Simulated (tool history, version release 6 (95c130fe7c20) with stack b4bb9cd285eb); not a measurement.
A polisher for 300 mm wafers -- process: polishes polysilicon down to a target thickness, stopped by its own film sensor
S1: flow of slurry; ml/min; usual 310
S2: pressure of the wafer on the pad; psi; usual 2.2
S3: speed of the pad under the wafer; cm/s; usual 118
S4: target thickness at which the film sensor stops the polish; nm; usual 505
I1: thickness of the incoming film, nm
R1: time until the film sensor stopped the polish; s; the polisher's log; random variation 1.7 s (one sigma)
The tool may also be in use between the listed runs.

run	hour	S1	S2	S3	S4	I1	R1
1	0.0	310	2.2	118	505	1225.9	104.4
2	29.9	310	2.2	118	505	1189.2	101.7
3	51.4	310	2.2	118	505	1207.2	106.4
4	83.4	310	2.2	118	505	1214.2	103.3
5	99.3	310	2.0	118	505	1206.3	113.2
# hour 111.4: worn pad replaced by a new one
6	111.9	310	2.0	118	505	1236.0	119.0
7	214.1	310	2.0	118	505	1204.4	117.2
8	227.4	310	2.2	118	505	1215.0	109.2
# hour 257.8: worn pad replaced by a new one
9	262.9	310	2.2	118	505	1219.3	110.0
10	292.7	310	2.2	118	505	1200.9	104.2
11	395.3	310	2.2	118	505	1229.7	113.7
# hour 405.1: worn pad replaced by a new one
12	409.0	310	2.2	118	505	1213.9	118.5
13	426.0	310	1.9	118	505	1218.8	129.8
14	453.3	310	2.9	118	745	1233.3	61.6
# hour 465.7: head pressure recalibrated
15	466.2	265	2.5	84	351	1232.9	162.9
16	485.9	400	2.2	138	435	1217.7	95.2
# hour 501.3: slurry nozzle cleaned
17	505.5	310	2.2	118	505	1214.8	101.1
18	523.9	400	2.2	118	707	1192.3	67.4
19	538.0	310	2.2	118	715	1212.7	70.7
# hour 551.2: worn pad replaced by a new one
20	569.5	310	2.2	118	505	1226.1	103.7
21	583.3	245	1.9	136	586	1206.8	92.0
22	605.8	310	2.7	118	505	1188.8	81.9
23	660.9	400	2.9	90	378	1195.3	117.1
24	679.3	310	2.2	118	505	1221.4	104.8
# hour 696.5: worn pad replaced by a new one
25	697.0	310	2.2	118	505	1202.2	103.1

Below are 3 alternative next runs, each starting from the tool's condition after run 25. Predict each:
A	697.5	375	2.2	118	505	1212.2	?
B	697.5	310	2.2	92	505	1212.2	?
C	697.5	245	2.2	118	505	1212.2	?

run	R1
A	103.9
B	135.0
C	107.1
Without the tool's unlogged condition, the same runs would have read:
run	R1
A	103.0
B	133.8
C	106.2

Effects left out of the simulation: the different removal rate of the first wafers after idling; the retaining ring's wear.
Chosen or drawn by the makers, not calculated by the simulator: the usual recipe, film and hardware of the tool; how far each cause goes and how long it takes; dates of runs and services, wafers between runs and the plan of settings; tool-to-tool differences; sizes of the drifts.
